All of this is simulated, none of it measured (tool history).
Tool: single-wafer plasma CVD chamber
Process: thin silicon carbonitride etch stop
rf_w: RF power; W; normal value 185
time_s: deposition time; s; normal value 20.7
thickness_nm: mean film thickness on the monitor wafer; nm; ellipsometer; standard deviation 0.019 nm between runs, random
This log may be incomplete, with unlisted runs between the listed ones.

run,day,rf_w,time_s,"read-back reference wafer on the same gauge, thickness_nm",thickness_nm
1,0,185,20.7,12.694,10.399
2,2.025,185,20.7,12.694,10.381
3,3.221,185,20.7,12.708,10.384
4,3.95,160,20.7,12.706,9.947
5,4.25,160,20.7,12.692,9.943
6,4.792,160,20.7,12.7,9.954
7,5.075,175,19.7,12.706,9.77
8,5.821,175,19.7,12.7,9.741
9,6.096,175,19.7,12.702,9.737
# day 6.167: gauge calibrated
10,6.554,185,22.7,12.699,11.397
11,7.192,185,22.7,12.703,11.424
12,7.9,205,18.1,12.701,9.393
13,8.412,205,18.1,12.71,9.416
14,9.025,205,18.1,12.703,9.382
# day 9.554: showerhead replaced
# day 9.654: thermocouple changed; heater temperature recalibrated
15,9.675,185,20.7,12.695,10.368
16,9.688,185,20.7,12.695,10.407
17,9.929,185,24.8,12.692,12.45
18,10.454,185,20.7,12.7,10.407
19,11.171,165,19.6,12.699,9.493
20,11.854,200,19.4,12.696,9.989
# day 12.388: RF generator calibrated
21,12.408,195,23.8,12.695,12.519
22,12.938,155,18,12.709,8.826
23,13.571,210,20.7,12.696,11.119
24,14.075,210,23.4,12.691,12.555
25,14.612,185,20.7,12.707,10.711
26,15.204,185,20.7,12.711,10.702
27,15.521,165,22.8,12.697,11.398
28,16.217,185,23.2,12.714,12.035
29,16.883,185,20.7,12.701,10.692
30,17.146,165,17.6,12.69,8.767
31,17.567,185,20.7,12.703,10.658
32,17.833,155,19.1,12.684,9.322
33,18.433,205,23.3,12.693,12.379
# day 18.708: gauge calibrated
34,19.133,155,17.6,12.69,8.59
35,19.875,200,19.4,12.711,10.231

Run by run, hidden condition taken away, random variation retained:
Hidden state present: wafer temperature above the value expected at the setpoint (K); delivered RF power above the setpoint (%); gauge reads high (%).
run,thickness_nm
1,10.742
2,10.725
3,10.729
4,10.278
5,10.274
6,10.286
7,10.096
8,10.067
9,10.063
10,11.779
11,11.806
12,9.708
13,9.732
14,9.698
15,10.718
16,10.757
17,12.869
18,10.758
19,9.814
20,10.327
21,12.534
22,8.842
23,11.148
24,12.596
25,10.751
26,10.75
27,11.453
28,12.101
29,10.759
30,8.823
31,10.732
32,9.389
33,12.475
34,8.661
35,10.323

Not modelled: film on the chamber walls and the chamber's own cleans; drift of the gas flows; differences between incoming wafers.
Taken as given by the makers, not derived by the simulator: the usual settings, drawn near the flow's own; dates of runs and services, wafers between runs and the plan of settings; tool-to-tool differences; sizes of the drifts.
